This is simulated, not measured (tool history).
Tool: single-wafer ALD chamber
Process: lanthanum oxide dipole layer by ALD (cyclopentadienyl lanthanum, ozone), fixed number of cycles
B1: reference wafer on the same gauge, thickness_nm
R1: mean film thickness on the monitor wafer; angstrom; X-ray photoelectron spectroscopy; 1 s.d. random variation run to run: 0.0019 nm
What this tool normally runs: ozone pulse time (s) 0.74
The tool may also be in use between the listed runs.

run 1 day=0.000 | ozone_pulse_time_(s)=0.74 | B1=0.414 | R1=4.47
run 2 day=1.096 | ozone_pulse_time_(s)=0.74 | B1=0.415 | R1=4.51
run 3 day=3.608 | ozone_pulse_time_(s)=0.74 | B1=0.417 | R1=4.51
run 4 day=4.825 | ozone_pulse_time_(s)=0.74 | B1=0.418 | R1=4.52
run 5 day=5.554 | ozone_pulse_time_(s)=0.74 | B1=0.418 | R1=4.51
run 6 day=6.183 | ozone_pulse_time_(s)=0.74 | B1=0.418 | R1=4.51
run 7 day=7.279 | ozone_pulse_time_(s)=0.87 | B1=0.418 | R1=4.77
run 8 day=7.842 | ozone_pulse_time_(s)=0.87 | B1=0.419 | R1=4.75
run 9 day=9.092 | ozone_pulse_time_(s)=0.87 | B1=0.419 | R1=4.75
run 10 day=10.062 | ozone_pulse_time_(s)=0.74 | B1=0.419 | R1=4.51
run 11 day=11.392 | ozone_pulse_time_(s)=0.74 | B1=0.420 | R1=4.54
run 12 day=12.804 | ozone_pulse_time_(s)=0.74 | B1=0.420 | R1=4.55
run 13 day=15.992 | ozone_pulse_time_(s)=0.85 | B1=0.422 | R1=4.73
run 14 day=16.817 | ozone_pulse_time_(s)=0.85 | B1=0.421 | R1=4.79
run 15 day=18.283 | ozone_pulse_time_(s)=0.66 | B1=0.421 | R1=4.40
run 16 day=19.112 | ozone_pulse_time_(s)=0.66 | B1=0.421 | R1=4.39
-- day=19.475 showerhead replaced
run 17 day=20.279 | ozone_pulse_time_(s)=0.98 | B1=0.422 | R1=4.92
run 18 day=21.021 | ozone_pulse_time_(s)=0.74 | B1=0.421 | R1=4.55
-- day=22.779 thermocouple changed; heater temperature recalibrated
run 19 day=22.800 | ozone_pulse_time_(s)=0.96 | B1=0.421 | R1=4.91
-- day=23.325 ozone generator serviced
run 20 day=23.346 | ozone_pulse_time_(s)=0.58 | B1=0.421 | R1=4.20
run 21 day=23.512 | ozone_pulse_time_(s)=0.53 | B1=0.421 | R1=4.08
-- day=23.858 gauge calibrated
run 22 day=24.312 | ozone_pulse_time_(s)=0.74 | B1=0.409 | R1=4.42
run 23 day=25.588 | ozone_pulse_time_(s)=0.56 | B1=0.411 | R1=4.06
run 24 day=26.092 | ozone_pulse_time_(s)=0.95 | B1=0.412 | R1=4.84
run 25 day=27.492 | ozone_pulse_time_(s)=0.94 | B1=0.413 | R1=4.78
run 26 day=28.029 | ozone_pulse_time_(s)=0.74 | B1=0.413 | R1=4.48
run 27 day=29.321 | ozone_pulse_time_(s)=0.64 | B1=0.414 | R1=4.25
run 28 day=30.138 | ozone_pulse_time_(s)=0.92 | B1=0.415 | R1=4.80
run 29 day=31.408 | ozone_pulse_time_(s)=0.49 | B1=0.415 | R1=3.88
run 30 day=31.938 | ozone_pulse_time_(s)=0.45 | B1=0.416 | R1=3.80
run 31 day=32.454 | ozone_pulse_time_(s)=0.83 | B1=0.416 | R1=4.63
run 32 day=33.696 | ozone_pulse_time_(s)=0.59 | B1=0.417 | R1=4.17
run 33 day=34.262 | ozone_pulse_time_(s)=0.57 | B1=0.417 | R1=4.13

Selected run-to-run steps in R1, each split into two signed amounts: the part the tool would show with no hidden state at all (from settings, incoming material and random variation), and the remainder, which goes to the hidden state together with any gauge scatter not common to the measured and the hidden-state-free results:
What the log doesn't record here: wafer temperature above the value expected at the setpoint (K); ozone dose above that of a generator just serviced (%); gauge reads high (%).
Run 19 -> 20: ozone pulse time (s) 0.96 -> 0.58, ozone generator serviced. R1 -0.71 angstrom: hidden state -0.03, all else -0.68.
Run 21 -> 22: ozone pulse time (s) 0.53 -> 0.74, gauge calibrated. R1 +0.34 angstrom: hidden state -0.13, all else +0.47.
Run 23 -> 24: ozone pulse time (s) 0.56 -> 0.95. R1 +0.78 angstrom: hidden state +0.00, all else +0.78.
Run 24 -> 25: ozone pulse time (s) 0.95 -> 0.94. R1 -0.06 angstrom: hidden state +0.03, all else -0.09.
Run 28 -> 29: ozone pulse time (s) 0.92 -> 0.49. R1 -0.92 angstrom: hidden state -0.01, all else -0.91.
Run 30 -> 31: ozone pulse time (s) 0.45 -> 0.83. R1 +0.83 angstrom: hidden state +0.01, all else +0.82.
